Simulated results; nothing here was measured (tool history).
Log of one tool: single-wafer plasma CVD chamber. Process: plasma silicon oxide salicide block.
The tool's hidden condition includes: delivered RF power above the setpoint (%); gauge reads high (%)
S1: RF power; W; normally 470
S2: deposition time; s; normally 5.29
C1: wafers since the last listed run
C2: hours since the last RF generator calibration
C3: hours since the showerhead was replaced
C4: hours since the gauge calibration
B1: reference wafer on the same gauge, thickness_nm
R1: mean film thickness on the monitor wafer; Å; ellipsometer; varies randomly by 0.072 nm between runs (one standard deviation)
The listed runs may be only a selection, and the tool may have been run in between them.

run,hour,S1,S2,C1,C2,C3,C4,B1,R1
1,0.0,495,6.00,0,2626.9,3721.4,69.9,42.201,543.72
2,10.2,495,6.00,294,2637.1,3731.6,80.1,42.192,543.21
3,18.0,495,6.00,225,2644.9,3739.4,87.9,42.204,542.63
4,33.6,470,5.29,451,2660.5,3755.0,103.5,42.204,467.04
5,42.8,470,4.83,266,2669.7,3764.2,112.7,42.198,426.19
6,57.6,470,4.83,427,2684.5,3779.0,127.5,42.204,425.18
7,69.6,470,4.83,347,2696.5,3791.0,139.5,42.201,427.05
8,78.5,470,5.29,257,2705.4,3799.9,148.4,42.197,466.60
9,86.4,470,5.29,228,2713.3,3807.8,156.3,42.211,466.91
10,92.9,470,5.29,187,2719.8,3814.3,162.8,42.189,466.38
# hour 99.7: gauge calibrated
11,107.3,470,5.29,416,2734.2,3828.7,7.6,42.197,466.45
# hour 125.2: showerhead replaced
12,125.7,470,6.11,300,2752.6,0.5,26.0,42.207,540.84
13,135.0,470,5.29,268,2761.9,9.8,35.3,42.193,465.59
14,184.3,535,4.67,1425,2811.2,59.1,84.6,42.209,438.65
# hour 201.0: RF generator calibrated
15,201.5,470,5.29,266,0.5,76.3,101.8,42.201,454.29
16,215.2,545,4.44,396,14.2,90.0,115.5,42.210,410.47
17,225.1,440,4.31,286,24.1,99.9,125.4,42.201,357.41

Run 18, settings as shown, results not yet in. Your forecast:
18,237.6,470,5.29,361,36.6,112.4,137.9,?,?

Run 18 came out at B1 42.196, R1 453.01 Å.
The same run, on a tool lacking any hidden state, would have yielded R1 480.18 Å.

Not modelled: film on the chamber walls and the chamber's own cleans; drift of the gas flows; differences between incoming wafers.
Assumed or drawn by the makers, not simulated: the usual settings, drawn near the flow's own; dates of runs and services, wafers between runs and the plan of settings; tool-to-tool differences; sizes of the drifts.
